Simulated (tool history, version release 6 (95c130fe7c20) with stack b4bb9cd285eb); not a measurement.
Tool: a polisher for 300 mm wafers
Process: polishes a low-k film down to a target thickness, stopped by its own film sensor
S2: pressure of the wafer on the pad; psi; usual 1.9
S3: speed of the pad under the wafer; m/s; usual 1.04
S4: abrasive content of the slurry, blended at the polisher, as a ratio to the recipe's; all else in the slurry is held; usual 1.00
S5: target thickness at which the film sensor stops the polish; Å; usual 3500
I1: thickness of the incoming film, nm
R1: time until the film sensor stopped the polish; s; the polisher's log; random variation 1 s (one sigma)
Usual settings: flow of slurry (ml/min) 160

run 1 hour=0.0 | flow_of_slurry_(ml/min)=160 S2=1.9 S3=1.04 S4=1.00 S5=3500 | I1=392.0 | R1=105.8
run 2 hour=73.8 | flow_of_slurry_(ml/min)=160 S2=1.9 S3=1.04 S4=1.00 S5=3500 | I1=393.1 | R1=107.9
-- hour=98.5 worn pad replaced by a new one
run 3 hour=120.8 | flow_of_slurry_(ml/min)=160 S2=1.9 S3=1.04 S4=1.00 S5=3500 | I1=393.5 | R1=109.2
run 4 hour=176.0 | flow_of_slurry_(ml/min)=160 S2=2.3 S3=1.04 S4=1.00 S5=3570 | I1=389.1 | R1=67.4
run 5 hour=240.6 | flow_of_slurry_(ml/min)=160 S2=1.9 S3=1.04 S4=1.00 S5=3500 | I1=398.5 | R1=122.0
-- hour=268.7 slurry blender recalibrated
run 6 hour=301.4 | flow_of_slurry_(ml/min)=160 S2=1.9 S3=0.84 S4=1.00 S5=3500 | I1=397.3 | R1=141.1
run 7 hour=383.2 | flow_of_slurry_(ml/min)=160 S2=1.9 S3=1.04 S4=1.00 S5=3500 | I1=394.7 | R1=115.5
-- hour=412.2 conditioning disc replaced and pad reconditioned
run 8 hour=469.4 | flow_of_slurry_(ml/min)=210 S2=2.4 S3=1.04 S4=1.15 S5=3500 | I1=392.9 | R1=77.0
run 9 hour=514.6 | flow_of_slurry_(ml/min)=160 S2=1.2 S3=1.04 S4=1.00 S5=3500 | I1=387.4 | R1=150.8
-- hour=562.0 head pressure recalibrated
run 10 hour=622.0 | flow_of_slurry_(ml/min)=160 S2=1.9 S3=1.04 S4=0.80 S5=3500 | I1=398.6 | R1=143.8
-- hour=673.4 slurry nozzle cleaned
run 11 hour=702.2 | flow_of_slurry_(ml/min)=110 S2=1.3 S3=1.04 S4=1.00 S5=3500 | I1=393.0 | R1=171.3
run 12 hour=748.7 | flow_of_slurry_(ml/min)=160 S2=1.9 S3=1.04 S4=1.00 S5=3500 | I1=396.5 | R1=116.0
-- hour=767.8 worn pad replaced by a new one
run 13 hour=786.7 | flow_of_slurry_(ml/min)=120 S2=1.9 S3=1.04 S4=1.25 S5=3500 | I1=384.2 | R1=82.9
-- hour=816.7 slurry blender recalibrated
run 14 hour=882.1 | flow_of_slurry_(ml/min)=160 S2=2.4 S3=1.26 S4=1.00 S5=3430 | I1=395.7 | R1=91.7
run 15 hour=953.1 | flow_of_slurry_(ml/min)=120 S2=1.9 S3=1.20 S4=1.00 S5=3500 | I1=395.0 | R1=108.4
run 16 hour=1002.9 | flow_of_slurry_(ml/min)=200 S2=1.9 S3=1.04 S4=0.75 S5=3370 | I1=388.1 | R1=147.7
-- hour=1032.0 conditioning disc replaced and pad reconditioned
run 17 hour=1058.5 | flow_of_slurry_(ml/min)=160 S2=1.9 S3=1.22 S4=1.00 S5=3500 | I1=395.0 | R1=100.0
run 18 hour=1107.4 | flow_of_slurry_(ml/min)=125 S2=1.5 S3=0.84 S4=1.00 S5=3400 | I1=389.9 | R1=202.0
run 19 hour=1174.1 | flow_of_slurry_(ml/min)=160 S2=1.9 S3=1.04 S4=1.00 S5=3500 | I1=390.4 | R1=101.4
run 20 hour=1232.4 | flow_of_slurry_(ml/min)=125 S2=1.2 S3=0.72 S4=0.75 S5=3500 | I1=391.5 | R1=274.0
run 21 hour=1282.1 | flow_of_slurry_(ml/min)=160 S2=1.9 S3=1.04 S4=1.00 S5=3500 | I1=391.8 | R1=103.6
-- hour=1344.5 worn pad replaced by a new one
-- hour=1345.9 slurry blender recalibrated
-- hour=1370.5 slurry nozzle cleaned
run 22 hour=1457.2 | flow_of_slurry_(ml/min)=160 S2=1.9 S3=1.04 S4=1.10 S5=3500 | I1=391.3 | R1=99.5
run 23 hour=1506.9 | flow_of_slurry_(ml/min)=195 S2=1.7 S3=1.04 S4=1.15 S5=3360 | I1=384.8 | R1=127.1
run 24 hour=1569.6 | flow_of_slurry_(ml/min)=175 S2=2.1 S3=0.70 S4=0.75 S5=3500 | I1=390.4 | R1=148.8

The tool's hidden state at each run:
removal rate lost through wear of the pad, %: 0 in every run
slurry flow missing at the pad, %: 0 in every run
deviation of the head's pressure from its setpoint, %: 0 in every run
abrasive missing from the slurry, %: 0 in every run
time polished since the conditioner stopped cutting, s: 0 in every run

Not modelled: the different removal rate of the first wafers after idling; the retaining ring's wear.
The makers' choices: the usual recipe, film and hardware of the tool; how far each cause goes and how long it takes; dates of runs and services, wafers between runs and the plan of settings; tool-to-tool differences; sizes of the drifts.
